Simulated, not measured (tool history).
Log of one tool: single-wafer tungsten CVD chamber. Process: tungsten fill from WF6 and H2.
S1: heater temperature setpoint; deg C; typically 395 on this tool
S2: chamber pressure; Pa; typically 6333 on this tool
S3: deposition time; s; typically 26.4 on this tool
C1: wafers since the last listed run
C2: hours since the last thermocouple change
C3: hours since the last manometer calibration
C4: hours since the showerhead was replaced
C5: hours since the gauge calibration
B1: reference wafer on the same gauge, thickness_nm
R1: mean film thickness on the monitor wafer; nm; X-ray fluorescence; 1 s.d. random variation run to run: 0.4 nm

run	hour	S1	S2	S3	C1	C2	C3	C4	C5	B1	R1
1	0.0	395	6333	26.4	0	41.1	1351.8	5771.4	1529.6	94.700	88.917
2	57.0	395	6333	26.4	1286	98.1	1408.8	5828.4	1586.6	94.869	89.591
3	120.2	395	5866	26.4	1426	161.3	1472.0	5891.6	1649.8	94.714	87.965
4	157.2	395	5093	22.7	834	198.3	1509.0	5928.6	1686.8	94.758	71.881
5	247.0	395	5093	22.7	2026	288.1	1598.8	6018.4	1776.6	94.777	72.169
6	322.7	395	5093	22.7	1708	363.8	1674.5	6094.1	1852.3	94.782	71.799
7	523.0	395	6333	26.4	4520	564.1	1874.8	6294.4	2052.6	94.798	89.347
8	598.8	395	6333	26.4	1710	639.9	1950.6	6370.2	2128.4	94.809	89.149
9	647.8	395	6333	26.4	1105	688.9	1999.6	6419.2	2177.4	94.819	88.579
10	687.9	395	6333	22.3	904	729.0	2039.7	6459.3	2217.5	94.813	74.836
# hour 747.3: gauge calibrated
11	793.2	395	6333	22.3	2376	834.3	2145.0	6564.6	45.9	94.832	74.787
12	879.1	395	6333	22.3	1938	920.2	2230.9	6650.5	131.8	94.846	74.514
13	921.0	395	7173	26.4	945	962.1	2272.8	6692.4	173.7	94.888	91.980
14	1022.1	395	5186	24.6	2281	1063.2	2373.9	6793.5	274.8	94.789	76.515
15	1096.9	405	6973	22.4	1687	1138.0	2448.7	6868.3	349.6	94.794	90.648
16	1333.2	399	7613	30.2	5332	1374.3	2685.0	7104.6	585.9	94.859	111.931
17	1392.5	395	5093	22.7	1338	1433.6	2744.3	7163.9	645.2	94.850	69.555
# hour 1402.0: thermocouple changed; heater temperature recalibrated
18	1467.2	395	6333	26.4	1505	65.2	2819.0	7238.6	719.9	94.730	89.509
19	1552.4	395	5213	31.2	1922	150.4	2904.2	7323.8	805.1	94.762	99.423
20	1612.1	404	5826	24.7	1347	210.1	2963.9	7383.5	864.8	94.866	94.123
# hour 1636.9: capacitance manometer re-zeroed and calibrated
21	1697.3	409	5733	26.4	1742	295.3	60.4	7468.7	950.0	94.835	108.696
# hour 1726.7: showerhead replaced, of another model than before
22	2017.3	395	6333	26.4	7040	615.3	380.4	290.6	1270.0	94.712	89.302
23	2087.4	399	6333	30.2	1581	685.4	450.5	360.7	1340.1	94.832	107.608
24	2133.4	385	6333	22.5	1038	731.4	496.5	406.7	1386.1	94.821	63.588
25	2207.3	406	6333	23.6	1667	805.3	570.4	480.6	1460.0	94.813	94.587
26	2259.5	409	6759	26.4	1177	857.5	622.6	532.8	1512.2	94.801	114.687
27	2300.7	395	6333	26.4	929	898.7	663.8	574.0	1553.4	94.764	88.116
28	2353.3	401	6333	22.9	1186	951.3	716.4	626.6	1606.0	94.766	84.571
29	2406.8	395	6333	26.4	1207	1004.8	769.9	680.1	1659.5	94.814	88.477
30	2499.1	408	5000	24.7	2082	1097.1	862.2	772.4	1751.8	94.741	88.923
31	2573.7	390	4800	28.1	1683	1171.7	936.8	847.0	1826.4	94.831	73.330
32	2645.8	388	5440	21.4	1627	1243.8	1008.9	919.1	1898.5	94.855	57.686
# hour 2661.9: thermocouple changed; heater temperature recalibrated
33	2694.3	395	5080	26.4	913	32.4	1057.4	967.6	1947.0	94.748	78.833

Measured less the same run without the tool's hidden state. The same run-to-run variation is in both; the gauge's scatter may not be:
Unlogged tool condition in this case: wafer temperature above the value expected at the setpoint (K); true pressure above the setpoint (%); gauge reads high (%).
run	R1
1	+0.337
2	+0.329
3	+0.300
4	+0.230
5	+0.182
6	+0.125
7	-0.103
8	-0.231
9	-0.320
10	-0.337
11	-0.531
12	-0.707
13	-0.988
14	-1.070
15	-1.413
16	-2.894
17	-2.005
18	+0.205
19	+0.199
20	+0.148
21	+0.101
22	-0.319
23	-0.534
24	-0.404
25	-0.693
26	-0.980
27	-0.912
28	-0.974
29	-1.199
30	-1.378
31	-1.451
32	-1.332
33	+0.007
